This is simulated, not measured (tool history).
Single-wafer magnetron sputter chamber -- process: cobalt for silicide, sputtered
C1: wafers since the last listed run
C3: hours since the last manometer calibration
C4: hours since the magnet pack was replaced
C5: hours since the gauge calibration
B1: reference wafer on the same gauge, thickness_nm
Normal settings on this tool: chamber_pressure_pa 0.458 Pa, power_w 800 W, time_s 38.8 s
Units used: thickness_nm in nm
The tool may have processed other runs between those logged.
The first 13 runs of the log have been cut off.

{"run": 14, "hour": 552.2, "chamber_pressure_pa": 0.553, "power_w": 1000, "time_s": 35.7, "C1": 544, "wafers on the sputter target": 7590, "C3": 53.1, "C4": 364.7, "C5": 169.7, "B1": 15.218, "thickness_nm": 17.923}
{"run": 15, "hour": 617.0, "chamber_pressure_pa": 0.582, "power_w": 800, "time_s": 38.8, "C1": 1300, "wafers on the sputter target": 8891, "C3": 117.9, "C4": 429.5, "C5": 234.5, "B1": 15.153, "thickness_nm": 15.299}
{"run": 16, "hour": 682.4, "chamber_pressure_pa": 0.458, "power_w": 800, "time_s": 38.8, "C1": 1312, "wafers on the sputter target": 10204, "C3": 183.3, "C4": 494.9, "C5": 299.9, "B1": 15.158, "thickness_nm": 15.966}
{"run": 17, "hour": 746.0, "chamber_pressure_pa": 0.386, "power_w": 800, "time_s": 38.8, "C1": 1276, "wafers on the sputter target": 11481, "C3": 246.9, "C4": 558.5, "C5": 363.5, "B1": 15.206, "thickness_nm": 16.479}
{"hour": 770.5, "done": "sputter target and shields replaced"}
{"run": 18, "hour": 813.4, "chamber_pressure_pa": 0.512, "power_w": 600, "time_s": 46.4, "C1": 1192, "wafers on the sputter target": 861, "C3": 314.3, "C4": 625.9, "C5": 430.9, "B1": 15.202, "thickness_nm": 14.081}
{"run": 19, "hour": 867.4, "chamber_pressure_pa": 0.32, "power_w": 850, "time_s": 31.3, "C1": 1084, "wafers on the sputter target": 1945, "C3": 368.3, "C4": 679.9, "C5": 484.9, "B1": 15.169, "thickness_nm": 14.495}
{"run": 20, "hour": 917.6, "chamber_pressure_pa": 0.528, "power_w": 850, "time_s": 32.4, "C1": 1007, "wafers on the sputter target": 2953, "C3": 418.5, "C4": 730.1, "C5": 535.1, "B1": 15.166, "thickness_nm": 13.882}
{"run": 21, "hour": 954.0, "chamber_pressure_pa": 0.458, "power_w": 850, "time_s": 38.8, "C1": 730, "wafers on the sputter target": 3684, "C3": 454.9, "C4": 766.5, "C5": 571.5, "B1": 15.212, "thickness_nm": 17.037}
{"run": 22, "hour": 995.9, "chamber_pressure_pa": 0.458, "power_w": 750, "time_s": 32.6, "C1": 841, "wafers on the sputter target": 4525, "C3": 496.8, "C4": 808.4, "C5": 613.4, "B1": 15.18, "thickness_nm": 12.609}
{"run": 23, "hour": 1099.6, "chamber_pressure_pa": 0.612, "power_w": 1000, "time_s": 38.8, "C1": 2081, "wafers on the sputter target": 6607, "C3": 600.5, "C4": 912.1, "C5": 717.1, "B1": 15.23, "thickness_nm": 18.831}
{"run": 24, "hour": 1139.6, "chamber_pressure_pa": 0.312, "power_w": 600, "time_s": 33, "C1": 802, "wafers on the sputter target": 7410, "C3": 640.5, "C4": 952.1, "C5": 757.1, "B1": 15.237, "thickness_nm": 10.677}
{"run": 25, "hour": 1176.6, "chamber_pressure_pa": 0.384, "power_w": 950, "time_s": 33.2, "C1": 742, "wafers on the sputter target": 8152, "C3": 677.5, "C4": 989.1, "C5": 794.1, "B1": 15.186, "thickness_nm": 16.655}
{"run": 26, "hour": 1245.7, "chamber_pressure_pa": 0.458, "power_w": 800, "time_s": 38.8, "C1": 1387, "wafers on the sputter target": 9540, "C3": 746.6, "C4": 1058.2, "C5": 863.2, "B1": 15.197, "thickness_nm": 15.953}
{"run": 27, "hour": 1363.7, "chamber_pressure_pa": 0.458, "power_w": 700, "time_s": 43.1, "C1": 2368, "wafers on the sputter target": 11908, "C3": 864.6, "C4": 1176.2, "C5": 981.2, "B1": 15.188, "thickness_nm": 15.678}
{"hour": 1395.9, "done": "sputter target and shields replaced"}
{"run": 28, "hour": 1575.1, "chamber_pressure_pa": 0.458, "power_w": 800, "time_s": 38.8, "C1": 4083, "wafers on the sputter target": 3596, "C3": 1076, "C4": 1387.6, "C5": 1192.6, "B1": 15.209, "thickness_nm": 16.064}
{"run": 29, "hour": 1628.9, "chamber_pressure_pa": 0.458, "power_w": 800, "time_s": 38.8, "C1": 1079, "wafers on the sputter target": 4676, "C3": 1129.8, "C4": 1441.4, "C5": 1246.4, "B1": 15.202, "thickness_nm": 16.232}
{"run": 30, "hour": 1690.1, "chamber_pressure_pa": 0.379, "power_w": 700, "time_s": 35.4, "C1": 1228, "wafers on the sputter target": 5904, "C3": 1191, "C4": 1502.6, "C5": 1307.6, "B1": 15.228, "thickness_nm": 13.338}
{"hour": 1760.4, "done": "gauge calibrated"}
{"run": 31, "hour": 1761.6, "chamber_pressure_pa": 0.319, "power_w": 750, "time_s": 44.9, "C1": 1435, "wafers on the sputter target": 7340, "C3": 1262.5, "C4": 1574.1, "C5": 1.2, "B1": 15.195, "thickness_nm": 18.477}

Run 32 comes next. What will it give?
{"run": 32, "hour": 1796.0, "chamber_pressure_pa": 0.37, "power_w": 1000, "time_s": 44.8, "C1": 690, "wafers on the sputter target": 8030, "C3": 1296.9, "C4": 1608.5, "C5": 35.6, "B1": "?", "thickness_nm": "?"}

B1: 15.201
thickness_nm: 24.131 nm
The same run, on a tool lacking any hidden state, would have yielded thickness_nm 23.773 nm.

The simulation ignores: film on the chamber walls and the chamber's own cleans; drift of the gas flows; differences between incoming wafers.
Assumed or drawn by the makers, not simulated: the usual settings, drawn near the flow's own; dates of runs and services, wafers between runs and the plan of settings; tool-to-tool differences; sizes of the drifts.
